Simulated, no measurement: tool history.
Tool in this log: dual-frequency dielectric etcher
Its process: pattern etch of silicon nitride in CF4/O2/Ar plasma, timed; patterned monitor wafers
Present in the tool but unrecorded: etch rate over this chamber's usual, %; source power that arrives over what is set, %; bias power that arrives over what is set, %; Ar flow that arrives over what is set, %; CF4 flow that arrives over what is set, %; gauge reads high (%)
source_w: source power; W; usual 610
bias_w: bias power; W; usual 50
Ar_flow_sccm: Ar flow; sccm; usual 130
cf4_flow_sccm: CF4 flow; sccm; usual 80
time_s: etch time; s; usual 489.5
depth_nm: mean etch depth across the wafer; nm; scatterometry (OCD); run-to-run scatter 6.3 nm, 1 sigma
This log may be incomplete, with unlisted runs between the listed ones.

run,hour,source_w,bias_w,Ar_flow_sccm,cf4_flow_sccm,time_s,wafers since the last listed run,hours since the last wet clean,hours since the last source power generator calibration,hours since the last bias power generator calibration,hours since the last Ar flow controller change,hours since the last CF4 flow controller change,hours since the last upper electrode change,hours since the gauge calibration,"read-back reference wafer on the same gauge, depth_nm",depth_nm
1,0,610,50,130,93,489.5,0,8.5,3141.9,2953.4,3714.5,2832.9,4382.6,1040,1161.4,1121.2
2,70.9,610,50,130,93,489.5,288,79.4,3212.8,3024.3,3785.4,2903.8,4453.5,1110.9,1161.7,1110.8
3,97.3,530,50,130,80,489.5,107,105.8,3239.2,3050.7,3811.8,2930.2,4479.9,1137.3,1159.3,1006.5
4,141.3,530,50,130,80,489.5,179,149.8,3283.2,3094.7,3855.8,2974.2,4523.9,1181.3,1161.4,1003.9
5,182.5,610,50,130,80,489.5,167,191,3324.4,3135.9,3897,3015.4,4565.1,1222.5,1158.4,1107.6
# hour 219.1: CF4 flow controller replaced
6,224.9,610,50,130,80,489.5,148,233.4,3366.8,3178.3,3939.4,5.8,4607.5,1264.9,1161.7,1117.3
7,253.7,610,50,130,80,489.5,117,262.2,3395.6,3207.1,3968.2,34.6,4636.3,1293.7,1160.1,1108.2
# hour 295.7: wet clean of the chamber, repeated, since the last time left the tool worse
8,296.2,610,40,140,66,489.5,75,0.5,3438.1,3249.6,4010.7,77.1,4678.8,1336.2,1159.6,911.3
9,310.9,730,54,118,95,489.5,59,15.2,3452.8,3264.3,4025.4,91.8,4693.5,1350.9,1160.9,1246
# hour 323: gauge calibrated
# hour 364.5: upper electrode replaced
10,369.4,610,50,99,80,489.5,140,73.7,3511.3,3322.8,4083.9,150.3,4.9,46.4,1157.9,1078.6
# hour 405.7: bias power generator calibrated
11,425.8,610,55,130,90,489.5,213,130.1,3567.7,20.1,4140.3,206.7,61.3,102.8,1161,1103.8
12,464.2,750,50,130,80,489.5,156,168.5,3606.1,58.5,4178.7,245.1,99.7,141.2,1161.1,1196.9
13,512.8,540,50,130,94,536,198,217.1,3654.7,107.1,4227.3,293.7,148.3,189.8,1160.8,1081.7
14,576.3,750,40,130,69,489.5,258,280.6,3718.2,170.6,4290.8,357.2,211.8,253.3,1161.2,1092.8
# hour 607.1: wet clean of the chamber
15,633.1,750,46,146,63,489.5,133,26,3775,227.4,4347.6,414,268.6,310.1,1160.9,1105.4
# hour 648.3: Ar flow controller replaced
# hour 668.7: source power generator calibrated
16,672.8,610,50,130,80,489.5,121,65.7,4.1,267.1,24.5,453.7,308.3,349.8,1163.3,1052.5
17,697.7,650,42,130,80,415.5,101,90.6,29,292,49.4,478.6,333.2,374.7,1160.7,867.1
18,742,610,50,130,99,489.5,180,134.9,73.3,336.3,93.7,522.9,377.5,419,1162.1,1064.2
19,776.4,610,50,130,80,392,140,169.3,107.7,370.7,128.1,557.3,411.9,453.4,1162.5,846.5
20,832.6,740,38,130,93,601,229,225.5,163.9,426.9,184.3,613.5,468.1,509.6,1159.7,1314.1
21,894.1,610,50,130,80,489.5,250,287,225.4,488.4,245.8,675,529.6,571.1,1159.9,1049.7
# hour 965.8: wet clean of the chamber
22,966.3,730,54,118,95,489.5,196,0.5,297.6,560.6,318,747.2,601.8,643.3,1161.8,1234

Forecast each of these 3 alternatives for the next run:
A,966.9,610,50,130,80,489.5,2,1.1,298.2,561.2,318.6,747.8,602.4,643.9,?,?
B,966.9,750,50,114,80,489.5,2,1.1,298.2,561.2,318.6,747.8,602.4,643.9,?,?
C,966.9,610,50,130,80,445,2,1.1,298.2,561.2,318.6,747.8,602.4,643.9,?,?

run,"read-back reference wafer on the same gauge, depth_nm",depth_nm
A,1158.9,1035
B,1158.9,1204.9
C,1158.9,940.9
With no hidden state in the tool, these same runs would have given:
run,depth_nm
A,1037.8
B,1208.2
C,943.4

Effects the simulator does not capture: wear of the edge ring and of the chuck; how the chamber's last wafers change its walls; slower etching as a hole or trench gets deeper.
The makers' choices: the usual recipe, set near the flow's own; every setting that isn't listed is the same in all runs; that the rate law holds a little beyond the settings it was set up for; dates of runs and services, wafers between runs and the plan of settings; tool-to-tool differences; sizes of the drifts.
